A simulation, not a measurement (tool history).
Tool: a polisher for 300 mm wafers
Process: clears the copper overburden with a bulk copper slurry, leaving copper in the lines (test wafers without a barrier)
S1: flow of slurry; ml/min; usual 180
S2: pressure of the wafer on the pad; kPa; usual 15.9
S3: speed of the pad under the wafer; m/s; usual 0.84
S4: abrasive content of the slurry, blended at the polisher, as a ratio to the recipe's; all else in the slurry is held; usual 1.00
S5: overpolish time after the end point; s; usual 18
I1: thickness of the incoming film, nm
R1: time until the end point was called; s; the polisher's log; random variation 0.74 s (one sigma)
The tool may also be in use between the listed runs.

run    hour   S1    S2    S3    S4  S5     I1    R1
  1     0.0  180  14.5  0.84  1.00  18  453.4  58.9
       31.7  -- slurry blender recalibrated
  2    37.0  180  14.5  0.84  1.00  18  456.7  60.1
  3    62.9  180  14.5  0.84  1.00  18  449.8  58.8
  4    99.6  180  15.9  0.84  1.00  18  456.2  55.6
  5   169.9  180  15.9  0.84  1.00  18  446.9  54.1
  6   198.3  180  15.9  0.84  1.00  18  453.3  55.0
  7   242.2  180  15.9  0.84  1.00  18  449.8  54.8
  8   270.4  180  15.9  0.84  1.00  18  446.4  55.4
  9   316.9  180  15.9  0.84  1.00  18  444.4  53.5
      371.1  -- slurry nozzle cleaned
      382.7  -- worn pad replaced by a new one
 10   384.7  180  15.9  0.84  1.00  18  443.4  57.1
 11   423.6  180  15.9  0.84  1.00  18  450.1  57.1
 12   466.7  145  15.9  0.66  1.15  18  457.8  71.4
      479.6  -- slurry blender recalibrated
 13   536.9  215  15.9  1.00  1.00  26  448.2  47.5
 14   582.4  130  17.2  0.96  1.00  28  450.3  51.2
 15   653.6  180  15.9  0.84  1.25  18  446.3  54.3
      681.4  -- slurry nozzle cleaned, repeated, since the last time left the tool worse
 16   709.4  180  15.9  0.98  1.00  18  443.3  45.2
      762.8  -- worn pad replaced by a new one
 17   778.4  115  15.9  0.66  1.00  18  460.1  71.7
 18   818.8  180  15.9  0.54  1.00  18  443.4  79.8
 19   869.8  180  15.9  0.84  1.25  12  450.7  51.3
      909.1  -- slurry blender recalibrated
 20   910.5  180  17.9  0.68  1.00  12  448.6  61.2
 21   941.4  180  15.9  0.84  1.00  18  449.3  55.2
      989.8  -- head pressure recalibrated
 22  1135.9  180  20.7  0.96  1.00   9  444.6  40.7
     1161.9  -- slurry nozzle cleaned
     1181.1  -- worn pad replaced by a new one
 23  1181.6  180  15.9  0.84  0.75  18  450.1  59.5
 24  1223.9  180  15.9  0.84  1.00  18  443.9  54.1
 25  1291.7  180  15.9  0.84  1.00  18  448.0  54.0
     1319.3  -- slurry blender recalibrated
 26  1356.5  180  19.3  0.84  1.00  18  447.1  48.7
 27  1478.2  180  15.9  0.84  1.00  18  453.2  54.4
     1533.1  -- worn pad replaced by a new one
 28  1548.6  180  15.9  0.84  1.00  18  457.3  56.3
 29  1605.2  180  15.9  0.84  1.00  18  441.6  54.8

3 ways to go on from here, each from the tool as it stands after run 29. What would each give?
  A  1605.7  180  15.9  0.84  1.00  18  457.6   ?
  B  1605.7  140  15.9  0.74  1.20  28  457.6   ?
  C  1605.7  180  12.4  0.92  1.00  18  457.6   ?

run    R1
  A  56.0
  B  60.9
  C  59.9
Without the tool's hidden state the same runs would have given:
run    R1
  A  54.6
  B  59.1
  C  58.3
